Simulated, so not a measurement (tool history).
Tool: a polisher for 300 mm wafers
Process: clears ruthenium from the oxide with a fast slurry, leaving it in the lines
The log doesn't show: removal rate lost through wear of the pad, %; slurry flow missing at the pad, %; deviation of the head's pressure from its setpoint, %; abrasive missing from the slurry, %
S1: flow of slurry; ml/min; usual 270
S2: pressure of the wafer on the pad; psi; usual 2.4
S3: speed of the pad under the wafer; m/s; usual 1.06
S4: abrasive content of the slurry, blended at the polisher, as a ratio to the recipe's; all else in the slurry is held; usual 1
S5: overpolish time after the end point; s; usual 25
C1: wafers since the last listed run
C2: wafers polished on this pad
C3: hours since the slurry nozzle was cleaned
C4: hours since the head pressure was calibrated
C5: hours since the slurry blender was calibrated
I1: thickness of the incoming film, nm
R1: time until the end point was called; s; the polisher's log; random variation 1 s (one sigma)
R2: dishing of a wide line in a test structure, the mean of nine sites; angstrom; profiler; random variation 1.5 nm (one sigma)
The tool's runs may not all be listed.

Run 1, hour 0: usual settings but S1 245 ml/min; C1 0; C2 2725; C3 393.5; C4 244.6; C5 502.4; I1 289. Result: R1 86 s, R2 552 angstrom.
Run 2, hour 36.7: usual settings but S1 245 ml/min; C1 346; C2 3072; C3 430.2; C4 281.3; C5 539.1; I1 294.6. Result: R1 87.3 s, R2 554 angstrom.
Run 3, hour 109.2: usual settings but S4 1.1; C1 684; C2 3756; C3 502.7; C4 353.8; C5 611.6; I1 290.4. Result: R1 84.6 s, R2 568 angstrom.
Run 4, hour 217.2: usual settings; C1 1019; C2 4775; C3 610.7; C4 461.8; C5 719.6; I1 295.3. Result: R1 87.2 s, R2 565 angstrom.
At hour 234.9: slurry blender recalibrated.
Run 5, hour 350.4: usual settings; C1 1238; C2 6013; C3 743.9; C4 595; C5 115.5; I1 290.1. Result: R1 75.9 s, R2 641 angstrom.
At hour 388.1: slurry nozzle cleaned.
Run 6, hour 398.2: usual settings; C1 441; C2 6455; C3 10.1; C4 642.8; C5 163.3; I1 289.1. Result: R1 75.7 s, R2 651 angstrom.
At hour 451.4: head pressure recalibrated.
Run 7, hour 451.9: usual settings but S2 2.2 psi; C1 487; C2 6943; C3 63.8; C4 0.5; C5 217; I1 288.5. Result: R1 93.9 s, R2 522 angstrom.
At hour 457.3: worn pad replaced by a new one.
Run 8, hour 552.7: usual settings but S1 215 ml/min, S2 1.9 psi; C1 913; C2 900; C3 164.6; C4 101.3; C5 317.8; I1 296.3. Result: R1 116.4 s, R2 476 angstrom.
Run 9, hour 650.8: usual settings but S2 2.1 psi, S3 1.36 m/s; C1 925; C2 1826; C3 262.7; C4 199.4; C5 415.9; I1 286.5. Result: R1 79.7 s, R2 605 angstrom.
Run 10, hour 702.5: usual settings but S1 205 ml/min, S2 2.1 psi, S3 1.16 m/s; C1 487; C2 2314; C3 314.4; C4 251.1; C5 467.6; I1 290. Result: R1 93.1 s, R2 528 angstrom.
Run 11, hour 773.9: usual settings but S3 0.82 m/s; C1 673; C2 2987; C3 385.8; C4 322.5; C5 539; I1 291. Result: R1 109 s, R2 480 angstrom.
Run 12, hour 877.9: usual settings; C1 981; C2 3969; C3 489.8; C4 426.5; C5 643; I1 290.8. Result: R1 86.6 s, R2 567 angstrom.
Run 13, hour 955.5: usual settings but S1 245 ml/min; C1 732; C2 4701; C3 567.4; C4 504.1; C5 720.6; I1 291.6. Result: R1 86.7 s, R2 556 angstrom.
At hour 965: slurry blender recalibrated.
Run 14, hour 999.2: usual settings but S2 2 psi; C1 393; C2 5095; C3 611.1; C4 547.8; C5 34.2; I1 287.2. Result: R1 89.8 s, R2 530 angstrom.
Run 15, hour 1101.4: usual settings; C1 964; C2 6060; C3 713.3; C4 650; C5 136.4; I1 293.1. Result: R1 78.9 s, R2 624 angstrom.
At hour 1114: slurry nozzle cleaned.
At hour 1130.3: worn pad replaced by a new one.
Run 16, hour 1163.1: usual settings but S1 350 ml/min, S3 0.78 m/s, S5 15 s; C1 535; C2 309; C3 49.1; C4 711.7; C5 198.1; I1 290.2. Result: R1 101.2 s, R2 315 angstrom.
Run 17, hour 1218.2: usual settings but S3 0.7 m/s, S5 20 s; C1 520; C2 830; C3 104.2; C4 766.8; C5 253.2; I1 284.9. Result: R1 106.4 s, R2 378 angstrom.
At hour 1247.2: head pressure recalibrated.
Run 18, hour 1259.1: usual settings; C1 367; C2 1197; C3 145.1; C4 11.9; C5 294.1; I1 287.8. Result: R1 85.6 s, R2 576 angstrom.
Run 19, hour 1331.8: usual settings but S1 180 ml/min, S3 1.36 m/s; C1 686; C2 1883; C3 217.8; C4 84.6; C5 366.8; I1 289.2. Result: R1 71.9 s, R2 648 angstrom.
Run 20, hour 1368.1: usual settings but S1 345 ml/min, S2 1.8 psi; C1 342; C2 2225; C3 254.1; C4 120.9; C5 403.1; I1 290.5. Result: R1 114.2 s, R2 428 angstrom.
Run 21, hour 1471.2: usual settings but S4 1.15; C1 973; C2 3198; C3 357.2; C4 224; C5 506.2; I1 290.3. Result: R1 81.3 s, R2 582 angstrom.
Run 22, hour 1573.1: usual settings but S1 185 ml/min, S4 1.15, S5 33 s; C1 961; C2 4160; C3 459.1; C4 325.9; C5 608.1; I1 295.6. Result: R1 87.3 s, R2 742 angstrom.
Run 23, hour 1639.7: usual settings but S5 21 s; C1 628; C2 4789; C3 525.7; C4 392.5; C5 674.7; I1 286.2. Result: R1 84.8 s, R2 503 angstrom.
At hour 1679.8: slurry blender recalibrated.
Run 24, hour 1716.3: usual settings but S2 1.7 psi, S4 1.3, S5 31 s; C1 704; C2 5493; C3 602.3; C4 469.1; C5 36.5; I1 291.3. Result: R1 96.4 s, R2 626 angstrom.
Run 25, hour 1767.2: usual settings but S2 2.6 psi, S3 1.16 m/s, S4 1.3; C1 480; C2 5973; C3 653.2; C4 520; C5 87.4; I1 291.9. Result: R1 58.6 s, R2 752 angstrom.
Run 26, hour 1863.2: usual settings but S2 1.7 psi, S3 1.18 m/s, S5 17 s; C1 906; C2 6879; C3 749.2; C4 616; C5 183.4; I1 289.6. Result: R1 100.8 s, R2 337 angstrom.
At hour 1887.3: slurry nozzle cleaned.
At hour 1889.2: worn pad replaced by a new one.
Run 27, hour 1965: usual settings but S1 300 ml/min, S2 2.1 psi, S4 1.2, S5 34 s; C1 932; C2 715; C3 77.7; C4 717.8; C5 285.2; I1 294.9. Result: R1 84.4 s, R2 757 angstrom.
Run 28, hour 2012.6: usual settings but S1 310 ml/min; C1 449; C2 1164; C3 125.3; C4 765.4; C5 332.8; I1 291.7. Result: R1 79.8 s, R2 600 angstrom.

Run 29 comes next. What will it give?
At hour 2019.8: head pressure recalibrated.
Run 29, hour 2100.6: usual settings; C1 811; C2 1975; C3 213.3; C4 80.8; C5 420.8; I1 288.2. Result: R1 ?, R2 ?.

R1: 87.4 s
R2: 521 angstrom
Without the tool's hidden state the same run would have given R1 76.6 s, R2 583 angstrom.
